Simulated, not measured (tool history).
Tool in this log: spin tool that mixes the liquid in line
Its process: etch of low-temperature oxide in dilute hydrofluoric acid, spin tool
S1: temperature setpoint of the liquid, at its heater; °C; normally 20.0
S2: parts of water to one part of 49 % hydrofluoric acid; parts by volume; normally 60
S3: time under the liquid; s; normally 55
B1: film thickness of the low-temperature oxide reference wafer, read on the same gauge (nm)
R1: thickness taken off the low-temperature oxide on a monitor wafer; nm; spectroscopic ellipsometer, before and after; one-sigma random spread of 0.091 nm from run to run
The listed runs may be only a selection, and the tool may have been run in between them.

| run | day | S1 | S2 | S3 | B1 | R1 |
|---|---|---|---|---|---|---|
| 1 | 0.000 | 20.0 | 60 | 55 | 100.00 | 27.86 |
| 2 | 1.454 | 20.0 | 60 | 55 | 99.99 | 27.50 |
| 3 | 4.354 | 20.0 | 60 | 55 | 100.02 | 27.59 |
| 4 | 7.317 | 20.0 | 60 | 55 | 100.02 | 27.53 |
| 5 | 8.579 | 20.0 | 60 | 55 | 100.00 | 27.69 |
| 6 | 11.342 | 20.0 | 60 | 55 | 99.98 | 27.43 |
| 7 | 12.725 | 20.0 | 60 | 55 | 100.03 | 27.29 |
| 8 | 15.021 | 20.0 | 60 | 55 | 100.03 | 27.26 |
| 9 | 17.038 | 20.0 | 60 | 55 | 100.01 | 27.33 |
| 10 | 18.771 | 20.0 | 60 | 55 | 99.98 | 27.38 |
| 11 | 21.362 | 20.0 | 60 | 70 | 100.03 | 34.63 |
| 12 | 24.112 | 20.0 | 60 | 55 | 100.02 | 27.21 |
| 13 | 26.754 | 20.0 | 60 | 55 | 99.98 | 27.20 |
| 14 | 28.046 | 20.0 | 60 | 55 | 100.02 | 27.16 |
|  | 30.604 | hydrofluoric acid flow meter replaced |
| 15 | 30.775 | 17.0 | 60 | 75 | 100.01 | 33.37 |
|  | 33.450 | gauge calibrated |
| 16 | 33.525 | 23.0 | 85 | 70 | 100.05 | 27.56 |
| 17 | 35.688 | 17.5 | 60 | 55 | 99.97 | 25.08 |
| 18 | 38.600 | 20.0 | 60 | 55 | 100.00 | 27.66 |
| 19 | 40.879 | 20.0 | 75 | 30 | 99.98 | 11.91 |
|  | 42.496 | thermometer replaced |
| 20 | 43.238 | 20.0 | 85 | 55 | 99.99 | 19.43 |
| 21 | 45.067 | 20.0 | 60 | 90 | 100.04 | 46.28 |
| 22 | 47.183 | 17.0 | 85 | 55 | 99.98 | 17.05 |
| 23 | 49.108 | 17.0 | 35 | 80 | 100.02 | 63.89 |
| 24 | 50.204 | 20.0 | 60 | 30 | 99.98 | 15.42 |
| 25 | 53.196 | 17.0 | 40 | 85 | 100.01 | 58.60 |
| 26 | 59.917 | 18.5 | 75 | 55 | 99.96 | 20.78 |
| 27 | 61.625 | 23.5 | 35 | 90 | 100.03 | 94.23 |
| 28 | 63.021 | 20.0 | 60 | 55 | 100.01 | 28.09 |

Branching from run 28: 5 alternative next runs. What would each branch give?
| A | 63.038 | 17.0 | 60 | 55 | ? | ? |
| B | 63.038 | 20.0 | 85 | 65 | ? | ? |
| C | 63.038 | 18.5 | 50 | 55 | ? | ? |
| D | 63.038 | 17.0 | 70 | 30 | ? | ? |
| E | 63.038 | 20.0 | 80 | 45 | ? | ? |

| run | B1 | R1 |
|---|---|---|
| A | 100.00 | 24.65 |
| B | 100.00 | 22.71 |
| C | 100.00 | 31.92 |
| D | 100.00 | 11.40 |
| E | 100.00 | 16.80 |
The same runs, with their run-to-run variation unchanged, on a tool lacking any hidden condition would have given:
| run | R1 |
|---|---|
| A | 25.28 |
| B | 23.29 |
| C | 32.74 |
| D | 11.69 |
| E | 17.23 |
